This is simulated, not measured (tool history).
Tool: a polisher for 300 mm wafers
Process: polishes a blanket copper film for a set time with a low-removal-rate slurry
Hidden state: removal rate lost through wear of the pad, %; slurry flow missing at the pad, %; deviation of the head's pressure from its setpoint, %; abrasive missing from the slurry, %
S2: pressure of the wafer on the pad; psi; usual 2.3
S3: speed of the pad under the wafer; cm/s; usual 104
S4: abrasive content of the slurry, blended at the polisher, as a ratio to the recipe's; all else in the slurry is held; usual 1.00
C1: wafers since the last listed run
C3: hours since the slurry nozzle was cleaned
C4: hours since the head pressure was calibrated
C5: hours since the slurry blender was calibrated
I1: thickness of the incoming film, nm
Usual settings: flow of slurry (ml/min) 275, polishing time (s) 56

{"run": 1, "hour": 0.0, "flow of slurry (ml/min)": 275, "S2": 2.3, "S3": 88, "S4": 1.0, "polishing time (s)": 56, "C1": 0, "wafers polished on this pad": 4660, "C3": 123.3, "C4": 378.9, "C5": 436.0, "I1": 1242.7, "film removed (nm)": 119.3}
{"run": 2, "hour": 40.5, "flow of slurry (ml/min)": 275, "S2": 2.3, "S3": 104, "S4": 1.0, "polishing time (s)": 56, "C1": 387, "wafers polished on this pad": 5047, "C3": 163.8, "C4": 419.4, "C5": 476.5, "I1": 1231.1, "film removed (nm)": 140.2}
{"hour": 100.7, "done": "worn pad replaced by a new one"}
{"run": 3, "hour": 101.2, "flow of slurry (ml/min)": 275, "S2": 2.7, "S3": 104, "S4": 1.0, "polishing time (s)": 56, "C1": 541, "wafers polished on this pad": 4, "C3": 224.5, "C4": 480.1, "C5": 537.2, "I1": 1242.7, "film removed (nm)": 163.4}
{"hour": 179.1, "done": "slurry blender recalibrated"}
{"run": 4, "hour": 179.8, "flow of slurry (ml/min)": 275, "S2": 2.7, "S3": 104, "S4": 1.0, "polishing time (s)": 56, "C1": 732, "wafers polished on this pad": 736, "C3": 303.1, "C4": 558.7, "C5": 0.7, "I1": 1243.3, "film removed (nm)": 167.3}
{"run": 5, "hour": 227.6, "flow of slurry (ml/min)": 275, "S2": 2.7, "S3": 104, "S4": 1.0, "polishing time (s)": 56, "C1": 456, "wafers polished on this pad": 1193, "C3": 350.9, "C4": 606.5, "C5": 48.5, "I1": 1236.7, "film removed (nm)": 165.6}
{"run": 6, "hour": 304.1, "flow of slurry (ml/min)": 275, "S2": 2.3, "S3": 104, "S4": 1.2, "polishing time (s)": 56, "C1": 731, "wafers polished on this pad": 1924, "C3": 427.4, "C4": 683.0, "C5": 125.0, "I1": 1248.7, "film removed (nm)": 148.1}
{"run": 7, "hour": 387.1, "flow of slurry (ml/min)": 275, "S2": 2.3, "S3": 104, "S4": 1.2, "polishing time (s)": 56, "C1": 793, "wafers polished on this pad": 2718, "C3": 510.4, "C4": 766.0, "C5": 208.0, "I1": 1220.0, "film removed (nm)": 151.7}
{"run": 8, "hour": 442.2, "flow of slurry (ml/min)": 300, "S2": 2.3, "S3": 104, "S4": 1.0, "polishing time (s)": 56, "C1": 526, "wafers polished on this pad": 3244, "C3": 565.5, "C4": 821.1, "C5": 263.1, "I1": 1260.4, "film removed (nm)": 143.4}
{"run": 9, "hour": 543.9, "flow of slurry (ml/min)": 275, "S2": 2.3, "S3": 104, "S4": 1.0, "polishing time (s)": 62, "C1": 972, "wafers polished on this pad": 4217, "C3": 667.2, "C4": 922.8, "C5": 364.8, "I1": 1239.6, "film removed (nm)": 163.6}
{"hour": 556.6, "done": "slurry nozzle cleaned"}
{"run": 10, "hour": 589.0, "flow of slurry (ml/min)": 275, "S2": 2.3, "S3": 104, "S4": 1.0, "polishing time (s)": 62, "C1": 421, "wafers polished on this pad": 4638, "C3": 32.4, "C4": 967.9, "C5": 409.9, "I1": 1238.0, "film removed (nm)": 158.8}
{"run": 11, "hour": 671.5, "flow of slurry (ml/min)": 275, "S2": 2.3, "S3": 104, "S4": 1.0, "polishing time (s)": 62, "C1": 788, "wafers polished on this pad": 5427, "C3": 114.9, "C4": 1050.4, "C5": 492.4, "I1": 1232.4, "film removed (nm)": 161.8}
{"hour": 697.9, "done": "worn pad replaced by a new one"}
{"run": 12, "hour": 758.0, "flow of slurry (ml/min)": 245, "S2": 2.3, "S3": 104, "S4": 1.0, "polishing time (s)": 56, "C1": 788, "wafers polished on this pad": 574, "C3": 201.4, "C4": 1136.9, "C5": 578.9, "I1": 1237.6, "film removed (nm)": 146.2}
{"hour": 778.3, "done": "slurry blender recalibrated"}
{"hour": 803.1, "done": "head pressure recalibrated"}
{"run": 13, "hour": 853.7, "flow of slurry (ml/min)": 320, "S2": 2.3, "S3": 104, "S4": 1.0, "polishing time (s)": 56, "C1": 876, "wafers polished on this pad": 1451, "C3": 297.1, "C4": 50.6, "C5": 75.4, "I1": 1225.2, "film removed (nm)": 143.6}
{"run": 14, "hour": 956.9, "flow of slurry (ml/min)": 205, "S2": 2.3, "S3": 82, "S4": 0.8, "polishing time (s)": 46, "C1": 986, "wafers polished on this pad": 2437, "C3": 400.3, "C4": 153.8, "C5": 178.6, "I1": 1264.3, "film removed (nm)": 82.5}
{"run": 15, "hour": 1058.4, "flow of slurry (ml/min)": 275, "S2": 1.7, "S3": 130, "S4": 0.9, "polishing time (s)": 74, "C1": 970, "wafers polished on this pad": 3407, "C3": 501.8, "C4": 255.3, "C5": 280.1, "I1": 1234.7, "film removed (nm)": 171.0}
{"run": 16, "hour": 1160.5, "flow of slurry (ml/min)": 275, "S2": 1.7, "S3": 130, "S4": 0.9, "polishing time (s)": 74, "C1": 975, "wafers polished on this pad": 4383, "C3": 603.9, "C4": 357.4, "C5": 382.2, "I1": 1258.0, "film removed (nm)": 173.6}
{"hour": 1199.3, "done": "worn pad replaced by a new one"}
{"run": 17, "hour": 1213.8, "flow of slurry (ml/min)": 275, "S2": 2.3, "S3": 104, "S4": 1.0, "polishing time (s)": 61, "C1": 471, "wafers polished on this pad": 138, "C3": 657.2, "C4": 410.7, "C5": 435.5, "I1": 1226.1, "film removed (nm)": 155.3}
{"run": 18, "hour": 1291.8, "flow of slurry (ml/min)": 275, "S2": 2.3, "S3": 104, "S4": 1.0, "polishing time (s)": 44, "C1": 745, "wafers polished on this pad": 883, "C3": 735.2, "C4": 488.7, "C5": 513.5, "I1": 1241.4, "film removed (nm)": 114.3}
{"hour": 1417.9, "done": "slurry nozzle cleaned"}
{"hour": 1440.7, "done": "slurry blender recalibrated"}
{"run": 19, "hour": 1602.7, "flow of slurry (ml/min)": 215, "S2": 1.8, "S3": 104, "S4": 1.0, "polishing time (s)": 56, "C1": 2943, "wafers polished on this pad": 3827, "C3": 184.8, "C4": 799.6, "C5": 162.0, "I1": 1229.7, "film removed (nm)": 112.1}
{"run": 20, "hour": 1706.0, "flow of slurry (ml/min)": 275, "S2": 2.3, "S3": 104, "S4": 0.85, "polishing time (s)": 45, "C1": 987, "wafers polished on this pad": 4814, "C3": 288.1, "C4": 902.9, "C5": 265.3, "I1": 1237.0, "film removed (nm)": 115.6}
{"run": 21, "hour": 1766.3, "flow of slurry (ml/min)": 275, "S2": 2.3, "S3": 104, "S4": 1.0, "polishing time (s)": 56, "C1": 576, "wafers polished on this pad": 5390, "C3": 348.4, "C4": 963.2, "C5": 325.6, "I1": 1235.9, "film removed (nm)": 150.9}
{"hour": 1802.7, "done": "worn pad replaced by a new one"}
{"run": 22, "hour": 1828.1, "flow of slurry (ml/min)": 275, "S2": 2.1, "S3": 94, "S4": 1.2, "polishing time (s)": 56, "C1": 552, "wafers polished on this pad": 242, "C3": 410.2, "C4": 1025.0, "C5": 387.4, "I1": 1250.1, "film removed (nm)": 129.3}
{"run": 23, "hour": 1933.9, "flow of slurry (ml/min)": 275, "S2": 2.9, "S3": 120, "S4": 0.8, "polishing time (s)": 56, "C1": 1011, "wafers polished on this pad": 1253, "C3": 516.0, "C4": 1130.8, "C5": 493.2, "I1": 1228.6, "film removed (nm)": 207.7}
{"hour": 1989.4, "done": "slurry blender recalibrated"}
{"hour": 2000.8, "done": "head pressure recalibrated"}
{"run": 24, "hour": 2001.3, "flow of slurry (ml/min)": 275, "S2": 2.3, "S3": 104, "S4": 1.0, "polishing time (s)": 56, "C1": 606, "wafers polished on this pad": 1859, "C3": 583.4, "C4": 0.5, "C5": 11.9, "I1": 1247.9, "film removed (nm)": 136.4}
{"run": 25, "hour": 2050.0, "flow of slurry (ml/min)": 355, "S2": 2.3, "S3": 128, "S4": 1.1, "polishing time (s)": 43, "C1": 465, "wafers polished on this pad": 2325, "C3": 632.1, "C4": 49.2, "C5": 60.6, "I1": 1224.7, "film removed (nm)": 136.4}
{"run": 26, "hour": 2173.8, "flow of slurry (ml/min)": 275, "S2": 2.3, "S3": 86, "S4": 1.25, "polishing time (s)": 56, "C1": 1183, "wafers polished on this pad": 3508, "C3": 755.9, "C4": 173.0, "C5": 184.4, "I1": 1229.9, "film removed (nm)": 121.1}
{"hour": 2229.5, "done": "slurry nozzle cleaned"}
{"run": 27, "hour": 2268.9, "flow of slurry (ml/min)": 230, "S2": 2.3, "S3": 74, "S4": 1.3, "polishing time (s)": 73, "C1": 899, "wafers polished on this pad": 4407, "C3": 39.4, "C4": 268.1, "C5": 279.5, "I1": 1244.6, "film removed (nm)": 135.5}
{"hour": 2318.3, "done": "worn pad replaced by a new one"}
{"run": 28, "hour": 2369.5, "flow of slurry (ml/min)": 275, "S2": 2.3, "S3": 104, "S4": 1.0, "polishing time (s)": 56, "C1": 923, "wafers polished on this pad": 489, "C3": 140.0, "C4": 368.7, "C5": 380.1, "I1": 1237.3, "film removed (nm)": 143.0}
{"run": 29, "hour": 2422.5, "flow of slurry (ml/min)": 275, "S2": 2.7, "S3": 130, "S4": 0.75, "polishing time (s)": 74, "C1": 506, "wafers polished on this pad": 996, "C3": 193.0, "C4": 421.7, "C5": 433.1, "I1": 1233.3, "film removed (nm)": 253.0}
{"run": 30, "hour": 2470.5, "flow of slurry (ml/min)": 275, "S2": 2.3, "S3": 104, "S4": 1.0, "polishing time (s)": 61, "C1": 458, "wafers polished on this pad": 1454, "C3": 241.0, "C4": 469.7, "C5": 481.1, "I1": 1253.0, "film removed (nm)": 154.6}

4 ways to go on from here, each from the tool as it stands after run 30. What would each give?
{"run": "A", "hour": 2470.9, "flow of slurry (ml/min)": 275, "S2": 2.3, "S3": 104, "S4": 1.0, "polishing time (s)": 56, "C1": 3, "wafers polished on this pad": 1458, "C3": 241.4, "C4": 470.1, "C5": 481.5, "I1": 1231.1, "film removed (nm)": "?"}
{"run": "B", "hour": 2470.9, "flow of slurry (ml/min)": 275, "S2": 2.9, "S3": 104, "S4": 1.0, "polishing time (s)": 56, "C1": 3, "wafers polished on this pad": 1458, "C3": 241.4, "C4": 470.1, "C5": 481.5, "I1": 1231.1, "film removed (nm)": "?"}
{"run": "C", "hour": 2470.9, "flow of slurry (ml/min)": 215, "S2": 2.3, "S3": 104, "S4": 0.8, "polishing time (s)": 56, "C1": 3, "wafers polished on this pad": 1458, "C3": 241.4, "C4": 470.1, "C5": 481.5, "I1": 1231.1, "film removed (nm)": "?"}
{"run": "D", "hour": 2470.9, "flow of slurry (ml/min)": 275, "S2": 1.9, "S3": 104, "S4": 1.0, "polishing time (s)": 43, "C1": 3, "wafers polished on this pad": 1458, "C3": 241.4, "C4": 470.1, "C5": 481.5, "I1": 1231.1, "film removed (nm)": "?"}

run=A film_removed_(nm)=143.9
run=B film_removed_(nm)=178.9
run=C film_removed_(nm)=132.3
run=D film_removed_(nm)=92.6
Without the tool's hidden state the same runs would have given:
run=A film_removed_(nm)=137.7
run=B film_removed_(nm)=171.2
run=C film_removed_(nm)=126.6
run=D film_removed_(nm)=88.6
